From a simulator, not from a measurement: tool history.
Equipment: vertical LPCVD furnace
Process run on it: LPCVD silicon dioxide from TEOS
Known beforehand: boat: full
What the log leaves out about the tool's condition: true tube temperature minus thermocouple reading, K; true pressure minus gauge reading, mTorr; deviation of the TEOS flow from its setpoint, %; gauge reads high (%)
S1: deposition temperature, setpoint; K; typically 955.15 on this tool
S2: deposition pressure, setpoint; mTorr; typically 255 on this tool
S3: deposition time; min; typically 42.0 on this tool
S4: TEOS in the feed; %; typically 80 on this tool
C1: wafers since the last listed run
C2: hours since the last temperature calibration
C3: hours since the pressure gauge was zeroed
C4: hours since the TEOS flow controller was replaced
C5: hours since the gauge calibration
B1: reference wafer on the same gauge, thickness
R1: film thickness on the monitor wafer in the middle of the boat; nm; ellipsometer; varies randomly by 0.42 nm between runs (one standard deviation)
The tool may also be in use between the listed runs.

| run | hour | S1 | S2 | S3 | S4 | C1 | C2 | C3 | C4 | C5 | B1 | R1 |
|---|---|---|---|---|---|---|---|---|---|---|---|---|
| 1 | 0.0 | 961.15 | 255 | 52.0 | 80 | 0 | 2781.0 | 1483.1 | 4826.9 | 160.3 | 224.06 | 281.31 |
| 2 | 65.0 | 962.15 | 255 | 42.0 | 80 | 563 | 2846.0 | 1548.1 | 4891.9 | 225.3 | 224.09 | 232.93 |
| 3 | 125.7 | 962.15 | 255 | 42.0 | 80 | 525 | 2906.7 | 1608.8 | 4952.6 | 286.0 | 224.00 | 232.39 |
| 4 | 159.2 | 962.15 | 255 | 42.0 | 80 | 290 | 2940.2 | 1642.3 | 4986.1 | 319.5 | 224.11 | 232.45 |
| 5 | 196.0 | 963.15 | 255 | 42.0 | 73 | 318 | 2977.0 | 1679.1 | 5022.9 | 356.3 | 224.03 | 228.45 |
| 6 | 265.0 | 963.15 | 255 | 42.0 | 73 | 597 | 3046.0 | 1748.1 | 5091.9 | 425.3 | 223.93 | 227.06 |
| 7 | 322.1 | 955.15 | 255 | 42.0 | 80 | 494 | 3103.1 | 1805.2 | 5149.0 | 482.4 | 224.05 | 196.61 |
| 8 | 390.1 | 955.15 | 255 | 42.0 | 80 | 589 | 3171.1 | 1873.2 | 5217.0 | 550.4 | 223.97 | 196.05 |
| 9 | 427.5 | 946.15 | 255 | 42.0 | 93 | 323 | 3208.5 | 1910.6 | 5254.4 | 587.8 | 224.03 | 169.92 |
|  | 454.2 | gauge calibrated |
|  | 464.6 | TEOS flow controller replaced |
| 10 | 486.7 | 950.15 | 255 | 28.0 | 80 | 304 | 3267.7 | 1969.8 | 22.1 | 32.5 | 224.04 | 116.36 |
|  | 517.0 | pressure gauge zeroed |
| 11 | 521.7 | 965.15 | 200 | 46.5 | 67 | 95 | 3302.7 | 4.7 | 57.1 | 67.5 | 223.97 | 224.20 |
|  | 549.9 | thermocouples replaced and temperature profile calibrated |
| 12 | 551.3 | 955.15 | 255 | 42.0 | 80 | 48 | 1.4 | 34.3 | 86.7 | 97.1 | 223.89 | 196.44 |
| 13 | 705.4 | 959.15 | 255 | 42.0 | 70 | 1334 | 155.5 | 188.4 | 240.8 | 251.2 | 224.08 | 201.83 |
| 14 | 767.7 | 955.15 | 255 | 42.0 | 80 | 539 | 217.8 | 250.7 | 303.1 | 313.5 | 224.06 | 196.72 |
| 15 | 834.3 | 955.15 | 210 | 42.0 | 80 | 576 | 284.4 | 317.3 | 369.7 | 380.1 | 223.84 | 178.08 |

Here are 3 independent what-if runs from the current tool condition. What would each one return?
| A | 838.9 | 955.15 | 255 | 42.0 | 90 | 39 | 289.0 | 321.9 | 374.3 | 384.7 | ? | ? |
| B | 838.9 | 955.15 | 225 | 52.5 | 80 | 39 | 289.0 | 321.9 | 374.3 | 384.7 | ? | ? |
| C | 838.9 | 955.15 | 255 | 42.0 | 71 | 39 | 289.0 | 321.9 | 374.3 | 384.7 | ? | ? |

| run | B1 | R1 |
|---|---|---|
| A | 224.12 | 208.45 |
| B | 224.12 | 230.76 |
| C | 224.12 | 185.15 |
With no hidden state in the tool, these same runs would have given:
| run | R1 |
|---|---|
| A | 208.45 |
| B | 230.76 |
| C | 185.15 |
